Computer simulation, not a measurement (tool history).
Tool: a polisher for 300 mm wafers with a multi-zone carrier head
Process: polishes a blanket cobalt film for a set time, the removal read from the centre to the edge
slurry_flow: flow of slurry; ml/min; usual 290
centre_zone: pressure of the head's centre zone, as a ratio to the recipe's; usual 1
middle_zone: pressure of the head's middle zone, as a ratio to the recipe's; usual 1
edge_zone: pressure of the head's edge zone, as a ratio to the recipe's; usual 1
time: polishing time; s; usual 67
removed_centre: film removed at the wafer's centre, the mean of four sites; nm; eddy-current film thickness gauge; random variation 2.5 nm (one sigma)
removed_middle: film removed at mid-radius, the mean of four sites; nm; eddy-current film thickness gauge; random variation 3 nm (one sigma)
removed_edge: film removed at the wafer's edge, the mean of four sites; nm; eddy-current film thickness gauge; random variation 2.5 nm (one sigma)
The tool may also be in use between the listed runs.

run     day  slurry_flow  centre_zone  middle_zone  edge_zone  time  wafers since the last listed run  wafers polished on this pad  hours since the slurry nozzle was cleaned  hours since the centre zone pressure was calibrated  hours since the edge zone pressure was calibrated  hours since the carrier head's membrane was replaced  incoming thickness of the incoming film, nm  removed_centre  removed_middle  removed_edge
  1       0          290            1            1          1    67                                 0                         1611                                       37.4                                                613.4                                              241.6                                                  1348                                       1533.1           233.5           218.4         215.7
  2     1.2          205            1            1       0.92    67                               267                         1878                                       66.2                                                642.2                                              270.4                                                1376.8                                       1552.1           220.9           210.5         208.6
      1.558  -- worn pad replaced by a new one
  3   2.971          260            1         0.92       0.89    73                               357                          314                                      108.7                                                684.7                                              312.9                                                1419.3                                       1519.1           248.1           221.9         223.5
      4.029  -- centre zone pressure recalibrated
  4   4.388          205         1.09            1          1    67                               296                          611                                      142.7                                                  8.6                                              346.9                                                1453.3                                         1554             230           207.6         213.8
  5   5.162          290            1            1          1    67                               172                          783                                      161.3                                                 27.2                                              365.5                                                1471.9                                       1529.3             221             217         219.1
  6   5.912          290            1         1.08        0.9    67                               166                          950                                      179.3                                                 45.2                                              383.5                                                1489.9                                       1555.6           222.8           241.7           209
  7     7.4          290         0.95            1          1    67                               331                         1282                                        215                                                 80.9                                              419.2                                                1525.6                                       1541.3           216.8           223.1           217
  8   8.675          235            1            1       0.95    67                               283                         1565                                      245.6                                                111.5                                              449.8                                                1556.2                                         1564           220.7             212         214.8
  9   9.771          290            1            1          1    67                               243                         1809                                      271.9                                                137.8                                              476.1                                                1582.5                                       1544.2           226.8           219.5         222.5
      10.25  -- carrier head's membrane replaced by a new one
 10  10.633          290         1.06            1          1    67                               145                         1955                                      292.6                                                158.5                                              496.8                                                   9.2                                       1524.6             240           219.4         215.7
     10.804  -- worn pad replaced by a new one
 11  11.717          290            1            1          1    67                               204                          202                                      318.6                                                184.5                                              522.8                                                  35.2                                       1568.7           229.6           219.6         218.4
 12    12.9          290            1            1          1    67                               263                          466                                        347                                                212.9                                              551.2                                                  63.6                                       1533.2           233.8           223.3         217.8
 13  13.571          365            1         1.12       1.12    67                               149                          615                                      363.1                                                  229                                              567.3                                                  79.7                                       1562.9           236.5           249.7         230.2
 14  14.796          290            1            1          1    67                               272                          888                                      392.5                                                258.4                                              596.7                                                 109.1                                       1573.6           229.4           218.2         219.8
 15  16.175          290            1            1          1    76                               306                         1195                                      425.6                                                291.5                                              629.8                                                 142.2                                       1509.2           265.2             253         249.7
 16  17.271          290         0.89          1.1        0.9    85                               243                         1439                                      451.9                                                317.8                                              656.1                                                 168.5                                       1535.8           268.5           301.6         269.7
 17  18.138          290            1            1          1    61                               192                         1631                                      472.7                                                338.6                                              676.9                                                 189.3                                         1545           218.3           200.5         194.7
 18  19.567          290            1            1          1    67                               318                         1950                                        507                                                372.9                                              711.2                                                 223.6                                       1544.3             234           221.7         215.9
     20.292  -- worn pad replaced by a new one
 19  20.312          290         0.93            1          1    67                               128                            5                                      524.9                                                390.8                                              729.1                                                 241.5                                       1530.5           214.9           217.6         216.8
 20  20.921          290          0.9            1          1    67                               135                          140                                      539.5                                                405.4                                              743.7                                                 256.1                                       1549.7           210.5           220.2         225.1
 21  22.038          370            1            1       1.09    67                               248                          389                                      566.3                                                432.2                                              770.5                                                 282.9                                       1551.6           240.7           231.1         227.7

Measured less the same run without the tool's hidden state. The same run-to-run variation is in both; the gauge's scatter may not be:
The hidden state here: removal rate lost through wear of the pad, %; slurry flow missing at the pad, %; deviation of the centre zone's pressure from its setpoint, %; deviation of the edge zone's pressure from its setpoint, %.
run  removed_centre
  1           +17.4
  2           +16.6
  3           +18.8
  4            +4.3
  5            +5.5
  6            +6.6
  7            +8.5
  8             +10
  9           +11.4
 10           +12.8
 11           +13.1
 12           +14.2
 13           +14.8
 14             +15
 15           +18.2
 16           +19.1
 17           +15.6
 18           +17.2
 19           +16.1
 20             +16
 21           +18.4
removed_middle: within 0.1 nm of the measured result in every run.
removed_edge: 0 in every run.

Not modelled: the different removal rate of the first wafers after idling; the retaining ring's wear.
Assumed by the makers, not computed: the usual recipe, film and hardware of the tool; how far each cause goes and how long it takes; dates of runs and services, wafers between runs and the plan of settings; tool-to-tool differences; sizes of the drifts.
